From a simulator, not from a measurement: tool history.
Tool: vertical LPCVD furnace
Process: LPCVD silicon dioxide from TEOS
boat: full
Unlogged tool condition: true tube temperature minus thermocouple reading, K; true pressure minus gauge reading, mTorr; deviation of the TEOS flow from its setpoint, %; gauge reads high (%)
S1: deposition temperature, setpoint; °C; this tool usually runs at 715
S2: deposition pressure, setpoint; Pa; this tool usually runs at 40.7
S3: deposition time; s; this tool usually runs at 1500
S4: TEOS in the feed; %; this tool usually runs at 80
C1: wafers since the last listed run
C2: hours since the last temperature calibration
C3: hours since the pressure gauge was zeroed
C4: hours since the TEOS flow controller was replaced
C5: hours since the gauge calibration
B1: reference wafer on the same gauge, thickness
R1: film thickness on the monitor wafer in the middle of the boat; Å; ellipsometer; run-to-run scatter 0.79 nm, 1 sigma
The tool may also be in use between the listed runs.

run,hour,S1,S2,S3,S4,C1,C2,C3,C4,C5,B1,R1
1,0,715,40.7,1500,80,0,3150.4,2006.6,5268.6,647.4,249.83,2893.4
2,85,715,40.7,1500,80,1186,3235.4,2091.6,5353.6,732.4,249.54,2894.4
3,178,715,47.3,1500,80,1298,3328.4,2184.6,5446.6,825.4,249.94,3140.9
4,248.1,715,47.3,1500,80,978,3398.5,2254.7,5516.7,895.5,249.98,3144.2
5,291.5,715,40.7,1500,80,606,3441.9,2298.1,5560.1,938.9,250.15,2917.5
# hour 473.1: TEOS flow controller replaced
6,597.7,715,40.7,1500,80,3940,3748.1,2604.3,124.6,1245.1,250.03,2901.7
7,648.4,712,40.7,1710,80,707,3798.8,2655,175.3,1295.8,249.71,3086.8
8,700,712,40.7,1710,80,720,3850.4,2706.6,226.9,1347.4,249.8,3083.2
9,763.4,715,42.7,1050,80,885,3913.8,2770,290.3,1410.8,250.09,2069.4
# hour 830.3: pressure gauge zeroed
10,862.1,707,40.7,1500,80,1043,4012.5,31.8,389,1509.5,249.68,2483.3
11,958.8,715,40.7,1500,94,1350,4109.2,128.5,485.7,1606.2,250.02,3209.1
# hour 991: thermocouples replaced and temperature profile calibrated
12,1048.7,704,35.3,1950,72,920,57.7,218.4,575.6,1696.1,249.97,2440
# hour 1054.4: gauge calibrated
13,1129.9,715,44,1500,80,1133,138.9,299.6,656.8,75.5,250.21,2833.3
14,1202.4,725,40.7,1230,80,1012,211.4,372.1,729.3,148,249.93,2796.9
15,1269.6,715,40.7,1500,80,938,278.6,439.3,796.5,215.2,249.66,2748.9
16,1342.9,715,40.7,1500,80,1023,351.9,512.6,869.8,288.5,250.06,2754.3
17,1431.9,715,50,930,90,1242,440.9,601.6,958.8,377.5,249.95,2017.3
18,1479.1,715,50,930,90,659,488.1,648.8,1006,424.7,250.42,2015.4
19,1555,715,50,930,90,1059,564,724.7,1081.9,500.6,249.71,2026.1

Entry by entry between the runs, the difference in hidden state between the last listed run before and the first listed run after:
After run 5, before run 6: TEOS flow controller replaced (hour 473.1)
  true tube temperature minus thermocouple reading, K: 4.15 -> 4.23; true pressure minus gauge reading, mTorr: -14.1 -> -15.8
  the result without the hidden state subtracted from the measured one, R1: +195.8 -> +191.8 Å
After run 9, before run 10: pressure gauge zeroed (hour 830.3)
  true tube temperature minus thermocouple reading, K: 4.27 -> 4.29; true pressure minus gauge reading, mTorr: -16.7 -> 0.363
  the result without the hidden state subtracted from the measured one, R1: +138 -> +233.1 Å
After run 11, before run 12: thermocouples replaced and temperature profile calibrated (hour 991)
  true tube temperature minus thermocouple reading, K: 4.31 -> 0.258; true pressure minus gauge reading, mTorr: -0.174 -> -0.674
  the result without the hidden state subtracted from the measured one, R1: +295.3 -> +11.4 Å
After run 12, before run 13: gauge calibrated (hour 1054.4)
  true tube temperature minus thermocouple reading, K: 0.258 -> 0.462; true pressure minus gauge reading, mTorr: -0.674 -> -1.12
  the result without the hidden state subtracted from the measured one, R1: +11.4 -> +24.5 Å
